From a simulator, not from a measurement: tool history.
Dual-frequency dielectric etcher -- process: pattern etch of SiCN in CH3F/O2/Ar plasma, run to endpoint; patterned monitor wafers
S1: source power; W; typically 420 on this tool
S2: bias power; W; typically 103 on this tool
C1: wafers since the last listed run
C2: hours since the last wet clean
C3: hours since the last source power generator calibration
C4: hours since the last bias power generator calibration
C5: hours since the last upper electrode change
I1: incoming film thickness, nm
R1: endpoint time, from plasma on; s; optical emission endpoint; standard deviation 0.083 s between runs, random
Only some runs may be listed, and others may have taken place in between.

run,hour,S1,S2,C1,C2,C3,C4,C5,I1,R1
1,0.0,420,103,0,15.4,2865.2,1321.1,2754.2,9.46,21.6
2,45.6,420,103,664,61.0,2910.8,1366.7,2799.8,9.40,21.2
3,84.6,420,103,568,100.0,2949.8,1405.7,2838.8,9.39,21.2
4,125.5,420,103,595,140.9,2990.7,1446.6,2879.7,9.54,21.6
5,168.0,420,103,619,183.4,3033.2,1489.1,2922.2,9.44,21.2
6,206.2,420,103,556,221.6,3071.4,1527.3,2960.4,9.43,21.2
7,255.5,420,103,718,270.9,3120.7,1576.6,3009.7,9.51,21.4
8,432.3,420,103,2575,447.7,3297.5,1753.4,3186.5,9.50,21.5
# hour 476.7: wet clean of the chamber
9,605.8,420,112,2177,129.1,3471.0,1926.9,3360.0,9.50,20.7
10,713.8,420,112,1573,237.1,3579.0,2034.9,3468.0,9.51,20.8
11,770.2,420,93,821,293.5,3635.4,2091.3,3524.4,9.53,22.2
12,821.7,420,103,750,345.0,3686.9,2142.8,3575.9,9.57,21.4
13,879.2,420,103,837,402.5,3744.4,2200.3,3633.4,9.38,21.0
14,960.5,420,111,1184,483.8,3825.7,2281.6,3714.7,9.51,20.7
15,985.3,420,111,361,508.6,3850.5,2306.4,3739.5,9.55,21.0
# hour 1014.6: wet clean of the chamber
16,1026.0,420,111,243,11.4,3891.2,2347.1,3780.2,9.48,20.6
# hour 1071.6: upper electrode replaced
17,1091.4,490,86,603,76.8,3956.6,2412.5,19.8,9.53,21.3
18,1149.5,370,121,846,134.9,4014.7,2470.6,77.9,9.60,21.6
19,1219.2,380,95,1015,204.6,4084.4,2540.3,147.6,9.39,23.0
20,1271.2,520,78,757,256.6,4136.4,2592.3,199.6,9.51,21.4
21,1315.0,420,103,638,300.4,4180.2,2636.1,243.4,9.45,21.2
22,1376.7,420,111,898,362.1,4241.9,2697.8,305.1,9.53,20.6
23,1405.2,420,103,415,390.6,4270.4,2726.3,333.6,9.63,21.5
24,1438.4,370,103,483,423.8,4303.6,2759.5,366.8,9.43,22.6
# hour 1501.6: bias power generator calibrated
25,1502.1,320,87,869,487.5,4367.3,0.5,430.5,9.50,26.9
# hour 1544.6: wet clean of the chamber
26,1567.8,330,80,607,23.2,4433.0,66.2,496.2,9.47,27.3
# hour 1581.3: source power generator calibrated
27,1606.9,420,103,511,62.3,25.6,105.3,535.3,9.59,21.8
28,1744.7,420,103,2007,200.1,163.4,243.1,673.1,9.68,22.1
29,1837.9,450,79,1357,293.3,256.6,336.3,766.3,9.50,23.2
30,1889.3,420,103,748,344.7,308.0,387.7,817.7,9.48,21.6
31,1938.9,490,119,722,394.3,357.6,437.3,867.3,9.42,18.6
32,1991.3,360,93,763,446.7,410.0,489.7,919.7,9.47,24.2
# hour 2044.5: wet clean of the chamber
33,2054.1,500,94,565,9.6,472.8,552.5,982.5,9.42,20.4
34,2090.8,390,103,534,46.3,509.5,589.2,1019.2,9.40,22.1

State the hidden condition of the tool at each of the runs:
etch rate over this chamber's usual, %: 0, the same for each run
source power that arrives over what is set, %: 0, the same for each run
H1: bias power that arrives over what is set, %
run,H1
1,0.509
2,0.58
3,0.643
4,0.711
5,0.784
6,0.851
7,0.94
8,1.28
9,1.66
10,1.9
11,2.04
12,2.17
13,2.31
14,2.53
15,2.59
16,2.7
17,2.88
18,3.05
19,3.25
20,3.41
21,3.54
22,3.73
23,3.82
24,3.93
25,0.189
26,0.192
27,0.195
28,0.223
29,0.255
30,0.277
31,0.3
32,0.329
33,0.367
34,0.391

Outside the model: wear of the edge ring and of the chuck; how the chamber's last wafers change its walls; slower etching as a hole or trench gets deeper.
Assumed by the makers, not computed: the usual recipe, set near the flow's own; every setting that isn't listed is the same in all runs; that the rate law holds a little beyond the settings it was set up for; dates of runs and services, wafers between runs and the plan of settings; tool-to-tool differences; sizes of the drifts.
